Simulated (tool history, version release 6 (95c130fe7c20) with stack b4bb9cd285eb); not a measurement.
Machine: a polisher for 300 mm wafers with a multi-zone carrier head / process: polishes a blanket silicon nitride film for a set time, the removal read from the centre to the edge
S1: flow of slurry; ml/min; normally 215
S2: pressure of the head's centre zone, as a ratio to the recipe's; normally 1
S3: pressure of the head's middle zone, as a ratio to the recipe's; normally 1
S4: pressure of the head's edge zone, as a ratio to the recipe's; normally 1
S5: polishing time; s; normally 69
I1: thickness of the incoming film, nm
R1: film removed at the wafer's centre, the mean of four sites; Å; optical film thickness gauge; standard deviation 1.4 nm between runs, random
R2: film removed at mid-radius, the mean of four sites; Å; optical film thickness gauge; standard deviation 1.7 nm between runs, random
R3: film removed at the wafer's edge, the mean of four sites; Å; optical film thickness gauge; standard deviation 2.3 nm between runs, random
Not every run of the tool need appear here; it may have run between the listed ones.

Run 1, hour 0: usual settings; I1 809.2. Result: R1 1592 Å, R2 1615 Å, R3 1603 Å.
Run 2, hour 70.5: usual settings; I1 785.6. Result: R1 1556 Å, R2 1585 Å, R3 1641 Å.
Run 3, hour 101.6: usual settings; I1 790.5. Result: R1 1561 Å, R2 1597 Å, R3 1586 Å.
Run 4, hour 167: usual settings but S5 52 s; I1 797.2. Result: R1 1158 Å, R2 1193 Å, R3 1220 Å.
Run 5, hour 217.5: usual settings but S5 52 s; I1 793.5. Result: R1 1179 Å, R2 1182 Å, R3 1220 Å.
Run 6, hour 245.1: usual settings but S5 52 s; I1 791.6. Result: R1 1172 Å, R2 1191 Å, R3 1217 Å.
Run 7, hour 284.5: usual settings but S5 74 s; I1 816.9. Result: R1 1677 Å, R2 1699 Å, R3 1703 Å.
Run 8, hour 324.6: usual settings but S5 74 s; I1 815.1. Result: R1 1659 Å, R2 1674 Å, R3 1727 Å.
Run 9, hour 381: usual settings; I1 798.6. Result: R1 1481 Å, R2 1506 Å, R3 1551 Å.
Run 10, hour 429.6: usual settings; I1 782.9. Result: R1 1487 Å, R2 1486 Å, R3 1581 Å.
Run 11, hour 484.1: usual settings but S4 1.12, S5 83 s; I1 814. Result: R1 1757 Å, R2 1800 Å, R3 1954 Å.
Run 12, hour 554.3: usual settings; I1 797.3. Result: R1 1471 Å, R2 1499 Å, R3 1531 Å.
Run 13, hour 621: usual settings but S3 0.95; I1 810.4. Result: R1 1610 Å, R2 1538 Å, R3 1666 Å.
Run 14, hour 675.5: usual settings but S2 0.94, S4 0.91, S5 85 s; I1 799.7. Result: R1 1876 Å, R2 2026 Å, R3 1945 Å.
Run 15, hour 746.7: usual settings but S1 165 ml/min, S3 0.91, S4 1.05, S5 53 s; I1 799.3. Result: R1 1214 Å, R2 1112 Å, R3 1264 Å.
Run 16, hour 781.7: usual settings but S4 0.92; I1 804.7. Result: R1 1592 Å, R2 1637 Å, R3 1578 Å.
Run 17, hour 828.2: usual settings but S2 0.96; I1 799.6. Result: R1 1529 Å, R2 1578 Å, R3 1640 Å.
Run 18, hour 852.3: usual settings but S4 1.03; I1 800.5. Result: R1 1599 Å, R2 1613 Å, R3 1643 Å.
Run 19, hour 922.5: usual settings but S2 1.1, S3 1.11, S4 0.89; I1 797.3. Result: R1 1740 Å, R2 1736 Å, R3 1504 Å.
Run 20, hour 984.1: usual settings but S1 180 ml/min, S4 1.04, S5 51 s; I1 800.2. Result: R1 1143 Å, R2 1141 Å, R3 1226 Å.
Run 21, hour 1041.5: usual settings but S1 285 ml/min, S2 1.09, S4 0.9, S5 81 s; I1 813.9. Result: R1 2103 Å, R2 1933 Å, R3 1877 Å.
Run 22, hour 1215.9: usual settings but S3 0.89, S4 1.04; I1 789.6. Result: R1 1571 Å, R2 1434 Å, R3 1623 Å.

Removed from this log: 10 entries logged between the listed runs. Between which two listed runs does each belong, and how does the tool's hidden state at the listed run before it compare with that at the listed run after it?
In the gap between runs 3 and 4: worn pad replaced by a new one (hour 150.3)
  slurry flow missing at the pad, %: 20.9 -> 22.8
  measured minus no-state result, R1: -49 -> -40 Å; R2: -44 -> -37 Å; R3: -33 -> -28 Å
In the gap between runs 8 and 9: slurry nozzle cleaned (hour 372.5)
  slurry flow missing at the pad, %: 27.5 -> 45.5
  measured minus no-state result, R1: -73 -> -138 Å; R2: -66 -> -123 Å; R3: -50 -> -91 Å
In the gap between runs 9 and 10: edge zone pressure recalibrated (hour 393.2)
  slurry flow missing at the pad, %: 45.5 -> 46.9
  measured minus no-state result, R1: -138 -> -145 Å; R2: -123 -> -128 Å; R3: -91 -> -98 Å
In the gap between runs 10 and 11: carrier head's membrane replaced by a new one (hour 436.4); centre zone pressure recalibrated (hour 444.8); worn pad replaced by a new one (hour 450.7)
  slurry flow missing at the pad, %: 46.9 -> 48.5
  measured minus no-state result, R1: -145 -> -182 Å; R2: -128 -> -164 Å; R3: -98 -> -127 Å
In the gap between runs 12 and 13: slurry nozzle cleaned, repeated, since the last time left the tool worse (hour 608.1)
  slurry flow missing at the pad, %: 50.6 -> 2.84
  measured minus no-state result, R1: -164 -> -5 Å; R2: -147 -> -5 Å; R3: -107 -> -4 Å
In the gap between runs 15 and 16: worn pad replaced by a new one (hour 773.1)
  slurry flow missing at the pad, %: 6.55 -> 7.58
  measured minus no-state result, R1: -13 -> -15 Å; R2: -10 -> -14 Å; R3: -9 -> -10 Å
In the gap between runs 21 and 22: worn pad replaced by a new one (hour 1052.7); edge zone pressure recalibrated (hour 1196.8)
  slurry flow missing at the pad, %: 15.3 -> 20.4
  measured minus no-state result, R1: -35 -> -48 Å; R2: -30 -> -39 Å; R3: -22 -> -33 Å
